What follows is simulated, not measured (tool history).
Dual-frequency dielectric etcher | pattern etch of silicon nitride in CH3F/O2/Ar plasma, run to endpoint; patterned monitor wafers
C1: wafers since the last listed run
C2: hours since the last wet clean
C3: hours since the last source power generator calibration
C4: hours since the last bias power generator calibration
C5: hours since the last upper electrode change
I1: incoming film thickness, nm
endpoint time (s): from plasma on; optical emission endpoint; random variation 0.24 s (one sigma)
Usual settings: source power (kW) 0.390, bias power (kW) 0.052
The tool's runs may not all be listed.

{"run": 1, "hour": 0.0, "source power (kW)": 0.39, "bias power (kW)": 0.052, "C1": 0, "C2": 110.9, "C3": 250.1, "C4": 4579.0, "C5": 4050.4, "I1": 18.58, "endpoint time (s)": 29.9}
{"run": 2, "hour": 46.0, "source power (kW)": 0.39, "bias power (kW)": 0.052, "C1": 713, "C2": 156.9, "C3": 296.1, "C4": 4625.0, "C5": 4096.4, "I1": 18.47, "endpoint time (s)": 29.5}
{"run": 3, "hour": 72.5, "source power (kW)": 0.39, "bias power (kW)": 0.052, "C1": 411, "C2": 183.4, "C3": 322.6, "C4": 4651.5, "C5": 4122.9, "I1": 18.31, "endpoint time (s)": 29.6}
{"run": 4, "hour": 123.2, "source power (kW)": 0.39, "bias power (kW)": 0.052, "C1": 786, "C2": 234.1, "C3": 373.3, "C4": 4702.2, "C5": 4173.6, "I1": 18.43, "endpoint time (s)": 29.8}
{"run": 5, "hour": 149.1, "source power (kW)": 0.39, "bias power (kW)": 0.052, "C1": 401, "C2": 260.0, "C3": 399.2, "C4": 4728.1, "C5": 4199.5, "I1": 18.33, "endpoint time (s)": 29.3}
{"run": 6, "hour": 215.4, "source power (kW)": 0.39, "bias power (kW)": 0.052, "C1": 1028, "C2": 326.3, "C3": 465.5, "C4": 4794.4, "C5": 4265.8, "I1": 18.46, "endpoint time (s)": 29.9}
{"run": 7, "hour": 263.0, "source power (kW)": 0.39, "bias power (kW)": 0.052, "C1": 738, "C2": 373.9, "C3": 513.1, "C4": 4842.0, "C5": 4313.4, "I1": 18.34, "endpoint time (s)": 30.4}
{"run": 8, "hour": 298.1, "source power (kW)": 0.39, "bias power (kW)": 0.052, "C1": 544, "C2": 409.0, "C3": 548.2, "C4": 4877.1, "C5": 4348.5, "I1": 18.09, "endpoint time (s)": 29.1}
{"hour": 332.5, "done": "wet clean of the chamber"}
{"run": 9, "hour": 347.0, "source power (kW)": 0.44, "bias power (kW)": 0.048, "C1": 386, "C2": 14.5, "C3": 597.1, "C4": 4926.0, "C5": 4397.4, "I1": 18.42, "endpoint time (s)": 30.6}
{"run": 10, "hour": 398.4, "source power (kW)": 0.44, "bias power (kW)": 0.048, "C1": 797, "C2": 65.9, "C3": 648.5, "C4": 4977.4, "C5": 4448.8, "I1": 18.37, "endpoint time (s)": 30.5}
{"hour": 439.0, "done": "bias power generator calibrated"}
{"run": 11, "hour": 443.8, "source power (kW)": 0.39, "bias power (kW)": 0.052, "C1": 642, "C2": 111.3, "C3": 693.9, "C4": 4.8, "C5": 4494.2, "I1": 18.5, "endpoint time (s)": 31.3}
{"run": 12, "hour": 474.2, "source power (kW)": 0.39, "bias power (kW)": 0.052, "C1": 471, "C2": 141.7, "C3": 724.3, "C4": 35.2, "C5": 4524.6, "I1": 18.33, "endpoint time (s)": 30.5}
{"run": 13, "hour": 500.7, "source power (kW)": 0.39, "bias power (kW)": 0.052, "C1": 411, "C2": 168.2, "C3": 750.8, "C4": 61.7, "C5": 4551.1, "I1": 18.6, "endpoint time (s)": 31.0}
{"run": 14, "hour": 531.0, "source power (kW)": 0.39, "bias power (kW)": 0.052, "C1": 470, "C2": 198.5, "C3": 781.1, "C4": 92.0, "C5": 4581.4, "I1": 18.26, "endpoint time (s)": 31.1}
{"run": 15, "hour": 609.5, "source power (kW)": 0.39, "bias power (kW)": 0.052, "C1": 1218, "C2": 277.0, "C3": 859.6, "C4": 170.5, "C5": 4659.9, "I1": 18.44, "endpoint time (s)": 31.2}
{"hour": 637.8, "done": "wet clean of the chamber, repeated, since the last time left the tool worse"}
{"run": 16, "hour": 649.2, "source power (kW)": 0.34, "bias power (kW)": 0.052, "C1": 243, "C2": 11.4, "C3": 899.3, "C4": 210.2, "C5": 4699.6, "I1": 18.22, "endpoint time (s)": 30.2}
{"run": 17, "hour": 704.8, "source power (kW)": 0.46, "bias power (kW)": 0.046, "C1": 862, "C2": 67.0, "C3": 954.9, "C4": 265.8, "C5": 4755.2, "I1": 18.33, "endpoint time (s)": 28.6}
{"run": 18, "hour": 752.2, "source power (kW)": 0.35, "bias power (kW)": 0.052, "C1": 735, "C2": 114.4, "C3": 1002.3, "C4": 313.2, "C5": 4802.6, "I1": 18.37, "endpoint time (s)": 30.5}
{"run": 19, "hour": 799.9, "source power (kW)": 0.32, "bias power (kW)": 0.052, "C1": 740, "C2": 162.1, "C3": 1050.0, "C4": 360.9, "C5": 4850.3, "I1": 18.41, "endpoint time (s)": 31.8}
{"run": 20, "hour": 833.3, "source power (kW)": 0.3, "bias power (kW)": 0.063, "C1": 518, "C2": 195.5, "C3": 1083.4, "C4": 394.3, "C5": 4883.7, "I1": 18.38, "endpoint time (s)": 30.8}
{"run": 21, "hour": 894.4, "source power (kW)": 0.44, "bias power (kW)": 0.062, "C1": 948, "C2": 256.6, "C3": 1144.5, "C4": 455.4, "C5": 4944.8, "I1": 18.42, "endpoint time (s)": 27.9}
{"run": 22, "hour": 956.7, "source power (kW)": 0.39, "bias power (kW)": 0.047, "C1": 966, "C2": 318.9, "C3": 1206.8, "C4": 517.7, "C5": 5007.1, "I1": 18.38, "endpoint time (s)": 30.8}
{"run": 23, "hour": 984.9, "source power (kW)": 0.32, "bias power (kW)": 0.052, "C1": 437, "C2": 347.1, "C3": 1235.0, "C4": 545.9, "C5": 5035.3, "I1": 18.44, "endpoint time (s)": 31.8}
{"hour": 1035.7, "done": "wet clean of the chamber"}
{"run": 24, "hour": 1036.2, "source power (kW)": 0.36, "bias power (kW)": 0.063, "C1": 423, "C2": 0.5, "C3": 1286.3, "C4": 597.2, "C5": 5086.6, "I1": 18.44, "endpoint time (s)": 28.7}
{"hour": 1075.8, "done": "upper electrode replaced"}
{"run": 25, "hour": 1084.2, "source power (kW)": 0.44, "bias power (kW)": 0.042, "C1": 372, "C2": 48.5, "C3": 1334.3, "C4": 645.2, "C5": 8.4, "I1": 18.36, "endpoint time (s)": 29.2}
{"hour": 1092.0, "done": "source power generator calibrated"}
{"run": 26, "hour": 1122.5, "source power (kW)": 0.46, "bias power (kW)": 0.052, "C1": 532, "C2": 86.8, "C3": 30.5, "C4": 683.5, "C5": 46.7, "I1": 18.62, "endpoint time (s)": 28.6}
{"run": 27, "hour": 1151.4, "source power (kW)": 0.39, "bias power (kW)": 0.052, "C1": 448, "C2": 115.7, "C3": 59.4, "C4": 712.4, "C5": 75.6, "I1": 18.28, "endpoint time (s)": 29.7}
{"run": 28, "hour": 1180.7, "source power (kW)": 0.39, "bias power (kW)": 0.052, "C1": 454, "C2": 145.0, "C3": 88.7, "C4": 741.7, "C5": 104.9, "I1": 18.47, "endpoint time (s)": 29.6}
{"run": 29, "hour": 1209.0, "source power (kW)": 0.39, "bias power (kW)": 0.052, "C1": 439, "C2": 173.3, "C3": 117.0, "C4": 770.0, "C5": 133.2, "I1": 18.41, "endpoint time (s)": 29.9}
{"run": 30, "hour": 1366.7, "source power (kW)": 0.33, "bias power (kW)": 0.052, "C1": 2447, "C2": 331.0, "C3": 274.7, "C4": 927.7, "C5": 290.9, "I1": 18.36, "endpoint time (s)": 31.4}
{"run": 31, "hour": 1399.7, "source power (kW)": 0.39, "bias power (kW)": 0.052, "C1": 512, "C2": 364.0, "C3": 307.7, "C4": 960.7, "C5": 323.9, "I1": 18.43, "endpoint time (s)": 29.8}
{"run": 32, "hour": 1428.9, "source power (kW)": 0.39, "bias power (kW)": 0.052, "C1": 453, "C2": 393.2, "C3": 336.9, "C4": 989.9, "C5": 353.1, "I1": 18.45, "endpoint time (s)": 30.4}
{"run": 33, "hour": 1466.1, "source power (kW)": 0.39, "bias power (kW)": 0.052, "C1": 577, "C2": 430.4, "C3": 374.1, "C4": 1027.1, "C5": 390.3, "I1": 18.4, "endpoint time (s)": 30.4}
{"hour": 1502.3, "done": "wet clean of the chamber"}
{"run": 34, "hour": 1502.6, "source power (kW)": 0.33, "bias power (kW)": 0.045, "C1": 193, "C2": 0.3, "C3": 410.6, "C4": 1063.6, "C5": 426.8, "I1": 18.37, "endpoint time (s)": 31.7}
{"run": 35, "hour": 1538.0, "source power (kW)": 0.47, "bias power (kW)": 0.043, "C1": 549, "C2": 35.7, "C3": 446.0, "C4": 1099.0, "C5": 462.2, "I1": 18.48, "endpoint time (s)": 28.7}

Measured less the same run without the tool's hidden state. The same run-to-run variation is in both; the gauge's scatter may not be:
The hidden state here: etch rate over this chamber's usual, %; source power that arrives over what is set, %; bias power that arrives over what is set, %.
run=1 endpoint_time_(s)=+0.1
run=2 endpoint_time_(s)=+0.2
run=3 endpoint_time_(s)=+0.3
run=4 endpoint_time_(s)=+0.4
run=5 endpoint_time_(s)=+0.4
run=6 endpoint_time_(s)=+0.5
run=7 endpoint_time_(s)=+0.6
run=8 endpoint_time_(s)=+0.7
run=9 endpoint_time_(s)=+1.5
run=10 endpoint_time_(s)=+1.7
run=11 endpoint_time_(s)=+1.8
run=12 endpoint_time_(s)=+1.8
run=13 endpoint_time_(s)=+1.9
run=14 endpoint_time_(s)=+1.9
run=15 endpoint_time_(s)=+2.1
run=16 endpoint_time_(s)=+0.0
run=17 endpoint_time_(s)=+0.1
run=18 endpoint_time_(s)=+0.2
run=19 endpoint_time_(s)=+0.3
run=20 endpoint_time_(s)=+0.3
run=21 endpoint_time_(s)=+0.4
run=22 endpoint_time_(s)=+0.6
run=23 endpoint_time_(s)=+0.6
run=24 endpoint_time_(s)=+0.1
run=25 endpoint_time_(s)=+0.2
run=26 endpoint_time_(s)=+0.3
run=27 endpoint_time_(s)=+0.3
run=28 endpoint_time_(s)=+0.4
run=29 endpoint_time_(s)=+0.4
run=30 endpoint_time_(s)=+0.8
run=31 endpoint_time_(s)=+0.8
run=32 endpoint_time_(s)=+0.8
run=33 endpoint_time_(s)=+0.9
run=34 endpoint_time_(s)=+0.1
run=35 endpoint_time_(s)=+0.1
